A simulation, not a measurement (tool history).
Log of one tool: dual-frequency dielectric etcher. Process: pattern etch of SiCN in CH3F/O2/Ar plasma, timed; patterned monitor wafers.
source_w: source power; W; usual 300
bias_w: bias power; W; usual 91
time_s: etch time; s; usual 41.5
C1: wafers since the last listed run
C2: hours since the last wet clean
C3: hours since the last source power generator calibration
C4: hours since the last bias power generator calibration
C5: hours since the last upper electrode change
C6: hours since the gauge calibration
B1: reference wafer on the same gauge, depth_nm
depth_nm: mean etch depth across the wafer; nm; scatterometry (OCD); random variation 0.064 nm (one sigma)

{"run": 1, "hour": 0.0, "source_w": 300, "bias_w": 91, "time_s": 41.5, "C1": 0, "C2": 29.1, "C3": 4282.7, "C4": 2630.6, "C5": 2658.6, "C6": 794.8, "B1": 12.1, "depth_nm": 14.07}
{"run": 2, "hour": 74.5, "source_w": 300, "bias_w": 91, "time_s": 41.5, "C1": 1202, "C2": 103.6, "C3": 4357.2, "C4": 2705.1, "C5": 2733.1, "C6": 869.3, "B1": 12.08, "depth_nm": 13.93}
{"run": 3, "hour": 116.9, "source_w": 300, "bias_w": 91, "time_s": 41.5, "C1": 684, "C2": 146.0, "C3": 4399.6, "C4": 2747.5, "C5": 2775.5, "C6": 911.7, "B1": 12.1, "depth_nm": 13.93}
{"run": 4, "hour": 160.8, "source_w": 260, "bias_w": 91, "time_s": 41.5, "C1": 708, "C2": 189.9, "C3": 4443.5, "C4": 2791.4, "C5": 2819.4, "C6": 955.6, "B1": 12.11, "depth_nm": 13.14}
{"run": 5, "hour": 264.9, "source_w": 300, "bias_w": 91, "time_s": 41.5, "C1": 1680, "C2": 294.0, "C3": 4547.6, "C4": 2895.5, "C5": 2923.5, "C6": 1059.7, "B1": 12.09, "depth_nm": 13.65}
{"run": 6, "hour": 312.4, "source_w": 300, "bias_w": 91, "time_s": 41.5, "C1": 766, "C2": 341.5, "C3": 4595.1, "C4": 2943.0, "C5": 2971.0, "C6": 1107.2, "B1": 12.09, "depth_nm": 13.58}
{"run": 7, "hour": 397.7, "source_w": 300, "bias_w": 91, "time_s": 41.5, "C1": 1376, "C2": 426.8, "C3": 4680.4, "C4": 3028.3, "C5": 3056.3, "C6": 1192.5, "B1": 12.1, "depth_nm": 13.62}
{"run": 8, "hour": 480.5, "source_w": 300, "bias_w": 91, "time_s": 47.0, "C1": 1336, "C2": 509.6, "C3": 4763.2, "C4": 3111.1, "C5": 3139.1, "C6": 1275.3, "B1": 12.08, "depth_nm": 15.26}
{"hour": 543.0, "done": "wet clean of the chamber"}
{"run": 9, "hour": 570.5, "source_w": 300, "bias_w": 81, "time_s": 32.0, "C1": 1065, "C2": 27.5, "C3": 4853.2, "C4": 3201.1, "C5": 3229.1, "C6": 1365.3, "B1": 12.11, "depth_nm": 10.08}
{"run": 10, "hour": 666.1, "source_w": 300, "bias_w": 91, "time_s": 41.5, "C1": 1542, "C2": 123.1, "C3": 4948.8, "C4": 3296.7, "C5": 3324.7, "C6": 1460.9, "B1": 12.1, "depth_nm": 13.65}
{"run": 11, "hour": 736.3, "source_w": 300, "bias_w": 91, "time_s": 41.5, "C1": 1133, "C2": 193.3, "C3": 5019.0, "C4": 3366.9, "C5": 3394.9, "C6": 1531.1, "B1": 12.1, "depth_nm": 13.77}
{"run": 12, "hour": 815.4, "source_w": 350, "bias_w": 101, "time_s": 44.5, "C1": 1276, "C2": 272.4, "C3": 5098.1, "C4": 3446.0, "C5": 3474.0, "C6": 1610.2, "B1": 12.08, "depth_nm": 16.4}
{"run": 13, "hour": 922.7, "source_w": 270, "bias_w": 79, "time_s": 45.5, "C1": 1731, "C2": 379.7, "C3": 5205.4, "C4": 3553.3, "C5": 3581.3, "C6": 1717.5, "B1": 12.08, "depth_nm": 12.92}
{"run": 14, "hour": 977.9, "source_w": 300, "bias_w": 103, "time_s": 41.5, "C1": 890, "C2": 434.9, "C3": 5260.6, "C4": 3608.5, "C5": 3636.5, "C6": 1772.7, "B1": 12.11, "depth_nm": 14.22}
{"run": 15, "hour": 1047.4, "source_w": 350, "bias_w": 91, "time_s": 41.5, "C1": 1121, "C2": 504.4, "C3": 5330.1, "C4": 3678.0, "C5": 3706.0, "C6": 1842.2, "B1": 12.1, "depth_nm": 14.12}
{"hour": 1102.1, "done": "wet clean of the chamber"}
{"run": 16, "hour": 1155.4, "source_w": 300, "bias_w": 105, "time_s": 41.5, "C1": 1355, "C2": 53.3, "C3": 5438.1, "C4": 3786.0, "C5": 3814.0, "C6": 1950.2, "B1": 12.1, "depth_nm": 15.16}
{"hour": 1194.9, "done": "source power generator calibrated"}
{"run": 17, "hour": 1439.5, "source_w": 300, "bias_w": 70, "time_s": 48.5, "C1": 4520, "C2": 337.4, "C3": 244.6, "C4": 4070.1, "C5": 4098.1, "C6": 2234.3, "B1": 12.11, "depth_nm": 13.47}
{"hour": 1495.6, "done": "upper electrode replaced"}
{"run": 18, "hour": 1496.1, "source_w": 300, "bias_w": 91, "time_s": 41.5, "C1": 526, "C2": 394.0, "C3": 301.2, "C4": 4126.7, "C5": 0.5, "C6": 2290.9, "B1": 12.11, "depth_nm": 13.43}
{"run": 19, "hour": 1533.6, "source_w": 300, "bias_w": 91, "time_s": 46.5, "C1": 605, "C2": 431.5, "C3": 338.7, "C4": 4164.2, "C5": 38.0, "C6": 2328.4, "B1": 12.1, "depth_nm": 15.2}
{"run": 20, "hour": 1649.9, "source_w": 380, "bias_w": 91, "time_s": 30.0, "C1": 1877, "C2": 547.8, "C3": 455.0, "C4": 4280.5, "C5": 154.3, "C6": 2444.7, "B1": 12.09, "depth_nm": 10.51}
{"hour": 1677.2, "done": "gauge calibrated"}
{"hour": 1695.3, "done": "bias power generator calibrated"}
{"run": 21, "hour": 1712.8, "source_w": 300, "bias_w": 91, "time_s": 41.5, "C1": 950, "C2": 610.7, "C3": 517.9, "C4": 17.5, "C5": 217.2, "C6": 35.6, "B1": 12.09, "depth_nm": 13.6}
{"run": 22, "hour": 1757.5, "source_w": 300, "bias_w": 91, "time_s": 41.5, "C1": 721, "C2": 655.4, "C3": 562.6, "C4": 62.2, "C5": 261.9, "C6": 80.3, "B1": 12.08, "depth_nm": 13.73}
{"hour": 1785.5, "done": "wet clean of the chamber"}
{"run": 23, "hour": 1847.8, "source_w": 300, "bias_w": 81, "time_s": 32.0, "C1": 1070, "C2": 62.3, "C3": 652.9, "C4": 152.5, "C5": 352.2, "C6": 170.6, "B1": 12.1, "depth_nm": 10.25}
{"run": 24, "hour": 1951.0, "source_w": 300, "bias_w": 84, "time_s": 41.5, "C1": 1665, "C2": 165.5, "C3": 756.1, "C4": 255.7, "C5": 455.4, "C6": 273.8, "B1": 12.09, "depth_nm": 13.44}
{"run": 25, "hour": 2004.6, "source_w": 300, "bias_w": 91, "time_s": 30.0, "C1": 865, "C2": 219.1, "C3": 809.7, "C4": 309.3, "C5": 509.0, "C6": 327.4, "B1": 12.1, "depth_nm": 10.14}
{"run": 26, "hour": 2148.5, "source_w": 300, "bias_w": 91, "time_s": 41.5, "C1": 2322, "C2": 363.0, "C3": 953.6, "C4": 453.2, "C5": 652.9, "C6": 471.3, "B1": 12.09, "depth_nm": 13.83}
{"run": 27, "hour": 2251.4, "source_w": 380, "bias_w": 82, "time_s": 47.5, "C1": 1660, "C2": 465.9, "C3": 1056.5, "C4": 556.1, "C5": 755.8, "C6": 574.2, "B1": 12.11, "depth_nm": 16.09}
{"run": 28, "hour": 2325.1, "source_w": 360, "bias_w": 107, "time_s": 35.0, "C1": 1189, "C2": 539.6, "C3": 1130.2, "C4": 629.8, "C5": 829.5, "C6": 647.9, "B1": 12.09, "depth_nm": 13.55}

Hidden state or all else? Some run-to-run changes of depth_nm, split into what the settings, what came in and random variation would give without the hidden state, and what is left for the hidden state (with any gauge scatter that isn't in both results):
The hidden state here: etch rate over this chamber's usual, %; source power that arrives over what is set, %; bias power that arrives over what is set, %; gauge reads high (%).
Run 8 -> 9: bias_w 91 -> 81, time_s 47.0 -> 32.0, wet clean of the chamber. depth_nm -5.18 nm: hidden state +0.76, all else -5.94.
Run 15 -> 16: source_w 350 -> 300, bias_w 91 -> 105, wet clean of the chamber. depth_nm +1.04 nm: hidden state +0.68, all else +0.36.
Run 19 -> 20: source_w 300 -> 380, time_s 46.5 -> 30.0. depth_nm -4.69 nm: hidden state +0.19, all else -4.88.
